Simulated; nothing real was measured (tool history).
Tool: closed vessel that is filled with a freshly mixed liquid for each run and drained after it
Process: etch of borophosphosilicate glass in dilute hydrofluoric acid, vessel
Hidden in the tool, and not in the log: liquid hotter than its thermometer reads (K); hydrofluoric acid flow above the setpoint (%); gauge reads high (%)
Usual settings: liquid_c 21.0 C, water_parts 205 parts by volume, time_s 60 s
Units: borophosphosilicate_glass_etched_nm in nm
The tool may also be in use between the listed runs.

run   hour  liquid_c  water_parts  time_s  wafers since the last listed run  hours since the thermometer was replaced  hours since the hydrofluoric acid flow meter was replaced  hours since the gauge calibration  read-back film thickness of the borophosphosilicate glass reference wafer, read on the same gauge (nm)  borophosphosilicate_glass_etched_nm
  1    0.0      24.5          205      75                                 0                                    2965.3                                                      571.6                               84.2                                                                                                   30.01                                26.98
  2   17.0      24.5          205      75                              2444                                    2982.3                                                      588.6                              101.2                                                                                                   29.98                                27.19
  3   25.8      21.0          265      60                              1265                                    2991.1                                                      597.4                              110.0                                                                                                   29.95                                13.93
  4   42.6      21.0          265      60                              2415                                    3007.9                                                      614.2                              126.8                                                                                                   29.99                                14.01
  5   55.5      21.0          265      60                              1854                                    3020.8                                                      627.1                              139.7                                                                                                   30.02                                13.70
      63.5  -- gauge calibrated
  6   67.3      21.0          205      40                              1696                                    3032.6                                                      638.9                                3.8                                                                                                   30.00                                12.81
  7   76.3      21.0          205      60                              1294                                    3041.6                                                      647.9                               12.8                                                                                                   30.02                                19.25
  8   99.0      21.0          205      60                              3263                                    3064.3                                                      670.6                               35.5                                                                                                   30.04                                19.38
  9  115.9      21.0          205      60                              2429                                    3081.2                                                      687.5                               52.4                                                                                                   30.02                                19.33
 10  127.6      21.0          205      60                              1682                                    3092.9                                                      699.2                               64.1                                                                                                   30.00                                19.22
 11  140.6      21.0          205      30                              1869                                    3105.9                                                      712.2                               77.1                                                                                                   29.99                                 9.61
     144.9  -- hydrofluoric acid flow meter replaced
 12  151.8      21.0          205      60                              1466                                    3117.1                                                        6.9                               88.3                                                                                                   29.98                                19.14

Run 13 comes next. What will it give?
     153.4  -- thermometer replaced
 13  163.8      24.0          205      85                              1581                                      10.4                                                       18.9                              100.3                                                                                                       ?                                    ?

Run 13 gave read-back film thickness of the borophosphosilicate glass reference wafer, read on the same gauge (nm) 29.99, borophosphosilicate_glass_etched_nm 30.23 nm.
Without the tool's hidden state the same run would have given borophosphosilicate_glass_etched_nm 30.23 nm.
